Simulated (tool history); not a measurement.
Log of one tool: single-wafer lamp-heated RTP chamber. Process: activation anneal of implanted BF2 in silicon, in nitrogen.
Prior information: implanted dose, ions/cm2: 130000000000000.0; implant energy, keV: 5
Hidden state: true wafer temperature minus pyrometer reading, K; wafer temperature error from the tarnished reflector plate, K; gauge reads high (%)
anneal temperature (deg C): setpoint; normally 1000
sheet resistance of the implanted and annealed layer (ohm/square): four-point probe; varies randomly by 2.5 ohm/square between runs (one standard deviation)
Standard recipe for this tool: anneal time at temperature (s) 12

run,hour,anneal temperature (deg C),anneal time at temperature (s),wafers since the last listed run,wafers since the last pyrometer calibration,wafers since the reflector plate was cleaned,hours since the gauge calibration,"read-back reference wafer on the same gauge, sheet resistance",sheet resistance of the implanted and annealed layer (ohm/square)
1,0,1018,17,0,558,10998,434.1,1021.78,985.1
2,17.3,1018,17,361,920,11360,451.4,1022.74,983.34
3,40.7,1018,17,489,1410,11850,474.8,1020.98,984.34
4,53.1,1000,12,259,1669,12109,487.2,1022.15,1008.72
# hour 64.7: reflector plate cleaned
5,76.1,1000,12,313,1983,238,510.2,1021.34,1006.91
6,92.1,990,12,334,2318,573,526.2,1020.55,1014.44
7,112.9,990,12,435,2753,1008,547,1021,1018.72
8,145.2,990,12,675,3429,1684,579.3,1021.1,1017.94
9,172.5,1019,11,571,4000,2255,606.6,1021.17,993.28
10,192.1,1019,11,410,4410,2665,626.2,1020.44,998.88
11,225.8,1022,12,705,5115,3370,659.9,1021.78,990.53
12,249.7,1022,12,500,5615,3870,683.8,1020.39,989.98
13,282,1000,12,675,6291,4546,716.1,1022.31,1006.77
# hour 320.2: pyrometer window cleaned and pyrometer calibrated
14,320.7,1015,12,642,10,5189,754.8,1020.66,995.01
15,342.4,1000,9,454,464,5643,776.5,1020.17,1010.82
16,366.8,1011,12,510,974,6153,800.9,1020.93,996.42
# hour 369.2: gauge calibrated
17,387.6,991,19,435,1410,6588,18.4,1029.79,1011.46
18,449.7,972,12,1299,2709,7888,80.5,1028.24,1047.61
19,462.1,972,5,259,2968,8147,92.9,1028.85,1063.14
20,560.2,975,16,2052,5021,10200,191,1026.32,1033.1
# hour 593.3: pyrometer window cleaned and pyrometer calibrated
21,593.8,1000,12,535,10,10735,224.6,1027.07,1004.6
# hour 616.8: reflector plate cleaned
22,619.8,1000,12,376,387,61,250.6,1024.79,1012.81
23,638.4,1020,18,389,776,451,269.2,1024.81,983.57
24,664.4,1027,12,544,1320,995,295.2,1025.1,985.93
25,687.2,1013,12,477,1797,1472,318,1024.51,1001.69
26,699.8,1013,6,263,2061,1735,330.6,1024.99,1015.32
27,729.4,1000,12,619,2680,2355,360.2,1024.12,1010.35
28,763,1022,17,703,3383,3058,393.8,1023.21,978.69
29,775.8,1000,19,267,3651,3325,406.6,1023.35,991.46
30,808.1,1000,10,675,4327,4001,438.9,1024.1,1015.31
31,852.5,1000,6,928,5256,4930,483.3,1023.02,1031.16
32,885.6,973,12,692,5948,5623,516.4,1023.17,1036.84
33,904.9,974,12,403,6352,6027,535.7,1022.91,1033.81
# hour 927.4: pyrometer window cleaned and pyrometer calibrated
34,927.9,1000,18,313,10,6340,558.7,1021.59,996.03
35,935.6,974,12,161,171,6501,566.4,1022.58,1029.38
36,964.5,985,6,604,776,7106,595.3,1021.13,1042.28

Give the tool's hidden conditions for every run:
true wafer temperature minus pyrometer reading, K: 0 in every run
wafer temperature error from the tarnished reflector plate, K: 0 in every run
H1: gauge reads high (%)
run,H1
1,-0.731
2,-0.745
3,-0.763
4,-0.772
5,-0.788
6,-0.798
7,-0.81
8,-0.828
9,-0.842
10,-0.851
11,-0.865
12,-0.874
13,-0.886
14,-0.898
15,-0.904
16,-0.91
17,0.0806
18,-0.102
19,-0.134
20,-0.348
21,-0.406
22,-0.448
23,-0.475
24,-0.511
25,-0.54
26,-0.555
27,-0.588
28,-0.622
29,-0.634
30,-0.662
31,-0.696
32,-0.718
33,-0.73
34,-0.744
35,-0.748
36,-0.763
